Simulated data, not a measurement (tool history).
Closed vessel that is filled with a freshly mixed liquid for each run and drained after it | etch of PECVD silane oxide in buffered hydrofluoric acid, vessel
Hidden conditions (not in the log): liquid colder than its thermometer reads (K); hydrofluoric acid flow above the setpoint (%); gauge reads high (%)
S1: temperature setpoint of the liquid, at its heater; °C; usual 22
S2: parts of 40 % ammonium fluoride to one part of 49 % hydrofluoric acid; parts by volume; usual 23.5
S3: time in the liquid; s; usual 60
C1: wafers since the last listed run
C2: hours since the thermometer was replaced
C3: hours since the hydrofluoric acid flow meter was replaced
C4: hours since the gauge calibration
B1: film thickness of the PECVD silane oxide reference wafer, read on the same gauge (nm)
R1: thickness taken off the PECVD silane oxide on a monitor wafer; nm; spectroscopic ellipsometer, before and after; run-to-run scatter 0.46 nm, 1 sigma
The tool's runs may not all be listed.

{"run": 1, "hour": 0.0, "S1": 22, "S2": 23.5, "S3": 60, "C1": 0, "C2": 1610.5, "C3": 1104.5, "C4": 770.2, "B1": 89.98, "R1": 79.59}
{"run": 2, "hour": 14.9, "S1": 20.5, "S2": 23.5, "S3": 60, "C1": 1012, "C2": 1625.4, "C3": 1119.4, "C4": 785.1, "B1": 90, "R1": 74.17}
{"run": 3, "hour": 43.2, "S1": 20.5, "S2": 23.5, "S3": 60, "C1": 1922, "C2": 1653.7, "C3": 1147.7, "C4": 813.4, "B1": 89.98, "R1": 72.67}
{"hour": 47.5, "done": "thermometer replaced"}
{"run": 4, "hour": 56.9, "S1": 22, "S2": 25.5, "S3": 60, "C1": 862, "C2": 9.4, "C3": 1161.4, "C4": 827.1, "B1": 90.02, "R1": 75.98}
{"run": 5, "hour": 77.1, "S1": 22, "S2": 25.5, "S3": 60, "C1": 1372, "C2": 29.6, "C3": 1181.6, "C4": 847.3, "B1": 90, "R1": 75.72}
{"run": 6, "hour": 107.7, "S1": 22, "S2": 25.5, "S3": 60, "C1": 2078, "C2": 60.2, "C3": 1212.2, "C4": 877.9, "B1": 89.96, "R1": 76.08}
{"hour": 189.4, "done": "hydrofluoric acid flow meter replaced"}
{"run": 7, "hour": 204.1, "S1": 22, "S2": 20.5, "S3": 60, "C1": 6480, "C2": 156.6, "C3": 14.7, "C4": 974.3, "B1": 89.98, "R1": 94.46}
{"run": 8, "hour": 239.4, "S1": 22, "S2": 20.5, "S3": 60, "C1": 2397, "C2": 191.9, "C3": 50, "C4": 1009.6, "B1": 89.96, "R1": 94.85}
{"run": 9, "hour": 254.2, "S1": 18.5, "S2": 20, "S3": 30, "C1": 1005, "C2": 206.7, "C3": 64.8, "C4": 1024.4, "B1": 90.01, "R1": 39.94}
{"run": 10, "hour": 274.8, "S1": 22, "S2": 23.5, "S3": 60, "C1": 1399, "C2": 227.3, "C3": 85.4, "C4": 1045, "B1": 89.94, "R1": 83.73}
{"run": 11, "hour": 309.3, "S1": 22, "S2": 18.5, "S3": 40, "C1": 2343, "C2": 261.8, "C3": 119.9, "C4": 1079.5, "B1": 90.05, "R1": 70.82}
{"run": 12, "hour": 325.0, "S1": 22, "S2": 23.5, "S3": 30, "C1": 1066, "C2": 277.5, "C3": 135.6, "C4": 1095.2, "B1": 90.02, "R1": 42.3}
{"run": 13, "hour": 352.6, "S1": 22, "S2": 23.5, "S3": 60, "C1": 1874, "C2": 305.1, "C3": 163.2, "C4": 1122.8, "B1": 90.02, "R1": 83.61}
{"hour": 361.8, "done": "gauge calibrated"}
{"run": 14, "hour": 371.2, "S1": 26.5, "S2": 30, "S3": 60, "C1": 1263, "C2": 323.7, "C3": 181.8, "C4": 9.4, "B1": 90.03, "R1": 90.48}
{"run": 15, "hour": 398.6, "S1": 18, "S2": 27.5, "S3": 30, "C1": 1861, "C2": 351.1, "C3": 209.2, "C4": 36.8, "B1": 90.02, "R1": 30.14}
{"run": 16, "hour": 458.4, "S1": 22, "S2": 23.5, "S3": 70, "C1": 4062, "C2": 410.9, "C3": 269, "C4": 96.6, "B1": 89.96, "R1": 97.41}
{"run": 17, "hour": 478.2, "S1": 26, "S2": 23.5, "S3": 90, "C1": 1345, "C2": 430.7, "C3": 288.8, "C4": 116.4, "B1": 90.01, "R1": 157.06}
{"hour": 486.0, "done": "hydrofluoric acid flow meter replaced, repeated, since the last time left the tool worse"}
{"run": 18, "hour": 490.6, "S1": 18, "S2": 27, "S3": 60, "C1": 774, "C2": 443.1, "C3": 4.6, "C4": 128.8, "B1": 89.97, "R1": 55.64}
{"run": 19, "hour": 514.7, "S1": 24.5, "S2": 23.5, "S3": 60, "C1": 1637, "C2": 467.2, "C3": 28.7, "C4": 152.9, "B1": 90.01, "R1": 87.85}
{"run": 20, "hour": 544.5, "S1": 22, "S2": 23.5, "S3": 45, "C1": 2024, "C2": 497, "C3": 58.5, "C4": 182.7, "B1": 90, "R1": 57.52}
{"run": 21, "hour": 557.8, "S1": 22, "S2": 23.5, "S3": 60, "C1": 903, "C2": 510.3, "C3": 71.8, "C4": 196, "B1": 89.98, "R1": 77.75}
{"run": 22, "hour": 584.5, "S1": 18.5, "S2": 26.5, "S3": 95, "C1": 1813, "C2": 537, "C3": 98.5, "C4": 222.7, "B1": 90.03, "R1": 91.36}
{"run": 23, "hour": 598.1, "S1": 18, "S2": 23.5, "S3": 60, "C1": 923, "C2": 550.6, "C3": 112.1, "C4": 236.3, "B1": 89.98, "R1": 61.47}
{"run": 24, "hour": 674.2, "S1": 22, "S2": 23.5, "S3": 60, "C1": 5169, "C2": 626.7, "C3": 188.2, "C4": 312.4, "B1": 90.01, "R1": 76.88}
{"run": 25, "hour": 693.1, "S1": 26, "S2": 26.5, "S3": 70, "C1": 1283, "C2": 645.6, "C3": 207.1, "C4": 331.3, "B1": 89.94, "R1": 103.49}
{"run": 26, "hour": 719.2, "S1": 18.5, "S2": 23.5, "S3": 60, "C1": 1772, "C2": 671.7, "C3": 233.2, "C4": 357.4, "B1": 90.03, "R1": 63.09}
{"run": 27, "hour": 748.6, "S1": 22, "S2": 18.5, "S3": 90, "C1": 1997, "C2": 701.1, "C3": 262.6, "C4": 386.8, "B1": 90.02, "R1": 141.74}
{"run": 28, "hour": 770.6, "S1": 22, "S2": 23.5, "S3": 60, "C1": 1494, "C2": 723.1, "C3": 284.6, "C4": 408.8, "B1": 90.01, "R1": 77.5}
{"run": 29, "hour": 789.7, "S1": 24, "S2": 15.5, "S3": 35, "C1": 1297, "C2": 742.2, "C3": 303.7, "C4": 427.9, "B1": 90.01, "R1": 73.48}
{"run": 30, "hour": 810.8, "S1": 24.5, "S2": 23.5, "S3": 35, "C1": 1433, "C2": 763.3, "C3": 324.8, "C4": 449, "B1": 90, "R1": 52.38}
{"run": 31, "hour": 832.9, "S1": 22, "S2": 30, "S3": 75, "C1": 1501, "C2": 785.4, "C3": 346.9, "C4": 471.1, "B1": 90.04, "R1": 82.54}
{"run": 32, "hour": 859.5, "S1": 24, "S2": 17.5, "S3": 90, "C1": 1806, "C2": 812, "C3": 373.5, "C4": 497.7, "B1": 90.02, "R1": 167.48}
{"run": 33, "hour": 879.4, "S1": 22, "S2": 28, "S3": 90, "C1": 1351, "C2": 831.9, "C3": 393.4, "C4": 517.6, "B1": 90, "R1": 103.91}

What if the next run were any one of these 3? Each begins from the tool's condition after run 33:
{"run": "A", "hour": 880.1, "S1": 22, "S2": 23.5, "S3": 60, "C1": 47, "C2": 832.6, "C3": 394.1, "C4": 518.3, "B1": "?", "R1": "?"}
{"run": "B", "hour": 880.1, "S1": 22, "S2": 18.5, "S3": 35, "C1": 47, "C2": 832.6, "C3": 394.1, "C4": 518.3, "B1": "?", "R1": "?"}
{"run": "C", "hour": 880.1, "S1": 23.5, "S2": 27, "S3": 45, "C1": 47, "C2": 832.6, "C3": 394.1, "C4": 518.3, "B1": "?", "R1": "?"}

run=A B1=90 R1=78.29
run=B B1=90 R1=55.65
run=C B1=90 R1=57.97
Had the tool no hidden state, the same runs would have come out as:
run=A R1=76.56
run=B R1=53.9
run=C R1=56.7
